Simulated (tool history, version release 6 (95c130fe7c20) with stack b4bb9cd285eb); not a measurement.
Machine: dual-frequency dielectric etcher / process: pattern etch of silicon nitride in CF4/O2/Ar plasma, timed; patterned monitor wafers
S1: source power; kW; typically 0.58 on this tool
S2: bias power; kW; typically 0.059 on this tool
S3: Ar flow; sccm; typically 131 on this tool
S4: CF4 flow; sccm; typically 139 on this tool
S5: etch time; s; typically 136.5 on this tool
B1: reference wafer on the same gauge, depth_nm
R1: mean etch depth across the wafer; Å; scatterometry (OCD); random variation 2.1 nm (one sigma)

| run | hour | S1 | S2 | S3 | S4 | S5 | B1 | R1 |
|---|---|---|---|---|---|---|---|---|
| 1 | 0 | 0.58 | 0.059 | 131 | 139 | 136.5 | 367.7 | 3330 |
| 2 | 43.5 | 0.58 | 0.059 | 131 | 157 | 101.5 | 367.4 | 2478 |
| 3 | 142.2 | 0.58 | 0.059 | 131 | 139 | 136.5 | 368.2 | 3274 |
| 4 | 180.8 | 0.58 | 0.059 | 131 | 139 | 98.5 | 368 | 2323 |
| 5 | 218.2 | 0.58 | 0.067 | 103 | 139 | 99 | 368.1 | 2512 |
| 6 | 265.2 | 0.72 | 0.059 | 110 | 139 | 121.5 | 367.8 | 3493 |
|  | 336 | wet clean of the chamber |
| 7 | 359.3 | 0.58 | 0.059 | 131 | 139 | 136.5 | 367.6 | 3357 |
|  | 399.2 | upper electrode replaced, of another model than before |
|  | 427.4 | Ar flow controller replaced |
| 8 | 461.4 | 0.58 | 0.066 | 121 | 139 | 108 | 368 | 2708 |
| 9 | 559.6 | 0.58 | 0.059 | 131 | 163 | 136.5 | 368.4 | 3409 |
| 10 | 657.7 | 0.58 | 0.07 | 147 | 139 | 136.5 | 367.4 | 3343 |
| 11 | 702.2 | 0.54 | 0.059 | 131 | 112 | 136.5 | 367.9 | 2881 |
| 12 | 753.4 | 0.58 | 0.059 | 131 | 139 | 136.5 | 368.1 | 3260 |
|  | 846.7 | wet clean of the chamber |
| 13 | 856.9 | 0.65 | 0.048 | 117 | 139 | 136.5 | 367.9 | 3825 |
| 14 | 922.2 | 0.58 | 0.059 | 131 | 106 | 136.5 | 368.1 | 3187 |
| 15 | 1001.9 | 0.64 | 0.059 | 148 | 124 | 136.5 | 368.1 | 3659 |
|  | 1018 | source power generator calibrated |
| 16 | 1066.2 | 0.58 | 0.059 | 131 | 139 | 136.5 | 368.2 | 3276 |
| 17 | 1154.6 | 0.64 | 0.059 | 131 | 139 | 163 | 367.9 | 4374 |
| 18 | 1192.3 | 0.58 | 0.069 | 163 | 127 | 136.5 | 368 | 3174 |
| 19 | 1265.7 | 0.58 | 0.064 | 114 | 139 | 120.5 | 367.7 | 2955 |
| 20 | 1369.2 | 0.58 | 0.059 | 120 | 139 | 136.5 | 367.9 | 3226 |
| 21 | 1445.3 | 0.54 | 0.059 | 131 | 148 | 136.5 | 368 | 2881 |

List, for all runs, the conditions of the tool that the log does not record:
source power that arrives over what is set, %: 0 in every run
bias power that arrives over what is set, %: 0 in every run
Ar flow that arrives over what is set, %: 0 in every run
CF4 flow that arrives over what is set, %: 0 in every run
gauge reads high (%): 0 in every run
H1: etch rate over this chamber's usual, %
| run | H1 |
|---|---|
| 1 | -2.35 |
| 2 | -2.74 |
| 3 | -3.64 |
| 4 | -4 |
| 5 | -4.34 |
| 6 | -4.77 |
| 7 | -0.101 |
| 8 | -1.03 |
| 9 | -1.93 |
| 10 | -2.82 |
| 11 | -3.23 |
| 12 | -3.7 |
| 13 | -0.629 |
| 14 | -1.22 |
| 15 | -1.95 |
| 16 | -2.54 |
| 17 | -3.34 |
| 18 | -3.69 |
| 19 | -4.36 |
| 20 | -5.3 |
| 21 | -6 |
